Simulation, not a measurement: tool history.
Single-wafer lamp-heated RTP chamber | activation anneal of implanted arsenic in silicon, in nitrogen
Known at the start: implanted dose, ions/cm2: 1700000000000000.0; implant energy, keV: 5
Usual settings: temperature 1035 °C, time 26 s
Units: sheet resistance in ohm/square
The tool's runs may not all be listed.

run,hour,temperature,time,wafers since the last listed run,wafers since the last pyrometer calibration,wafers since the reflector plate was cleaned,hours since the gauge calibration,"read-back reference wafer on the same gauge, sheet resistance",sheet resistance
1,0,1035,26,0,1742,5133,267.5,94.03,102.93
2,15.1,1035,26,113,1856,5247,282.6,94.06,103.83
3,28.9,1016,26,104,1960,5351,296.4,94,118.67
# hour 53.2: gauge calibrated
4,69.6,1043,14,306,2267,5658,16.4,93.89,115.64
5,82.7,1043,14,98,2366,5757,29.5,93.93,114.32
6,99.5,1035,26,126,2492,5884,46.3,94.02,102.8
7,108.3,1035,26,66,2559,5950,55.1,93.96,103.8
8,127.8,1035,26,147,2706,6097,74.6,94.06,103.19
9,144.7,1035,26,127,2833,6224,91.5,93.96,101.93
10,169.7,1035,38,188,3021,6413,116.5,93.94,92.99
11,181.2,1035,26,86,3108,6499,128,94.06,102.79
12,197,1035,26,119,3227,6619,143.8,94.09,103.12
# hour 230.4: pyrometer window cleaned and pyrometer calibrated
13,250.3,1035,26,341,149,6960,197.1,94.02,102.48
14,256.5,1035,26,46,196,7007,203.3,93.98,102.36
15,263.7,1035,26,54,250,7061,210.5,94.07,102.92
16,273.7,1035,26,75,326,7136,220.5,93.94,102.55
17,284.7,1062,26,82,409,7219,231.5,94.01,87.65
18,291.6,1035,26,52,461,7271,238.4,93.89,102.92
19,306,1050,30,108,569,7380,252.8,93.99,90.59
20,319.4,1010,11,101,670,7481,266.2,94.16,161.58
21,332.8,1062,13,101,771,7582,279.6,93.98,102.89
22,343.5,1020,30,80,852,7663,290.3,94.03,109.89
# hour 357: reflector plate cleaned
23,360,1043,14,64,916,22,306.8,93.95,112.12
24,399.9,1048,16,300,1217,323,346.7,93.92,104.48
# hour 407.8: gauge calibrated
25,408.8,1018,21,67,1284,390,1,94.03,120.26
26,418.7,1035,26,74,1359,465,10.9,94.05,100.24
27,435.6,1035,26,127,1486,592,27.8,93.9,100.27
28,442.7,1035,26,53,1539,646,34.9,93.89,99.4
# hour 470.9: reflector plate cleaned, repeated, since the last time left the tool worse
29,495,1026,31,333,1873,181,87.2,94,108.3
30,505.7,1035,26,80,1954,262,97.9,93.99,106.39
31,515.2,1035,11,71,2026,334,107.4,94.04,136.3
32,529.4,1035,26,107,2133,441,121.6,94.04,106.16
33,538.6,1020,21,69,2202,510,130.8,94.09,126.12
34,555.5,1048,32,127,2330,637,147.7,94.05,92.46
35,569.5,1035,26,105,2435,743,161.7,94.04,106.25

Forecast run 36:
36,586.6,1011,31,128,2564,872,178.8,?,?

Run 36 gave read-back reference wafer on the same gauge, sheet resistance 94.03, sheet resistance 121.45 ohm/square.
Without the tool's hidden state the same run would have given sheet resistance 123.26 ohm/square.

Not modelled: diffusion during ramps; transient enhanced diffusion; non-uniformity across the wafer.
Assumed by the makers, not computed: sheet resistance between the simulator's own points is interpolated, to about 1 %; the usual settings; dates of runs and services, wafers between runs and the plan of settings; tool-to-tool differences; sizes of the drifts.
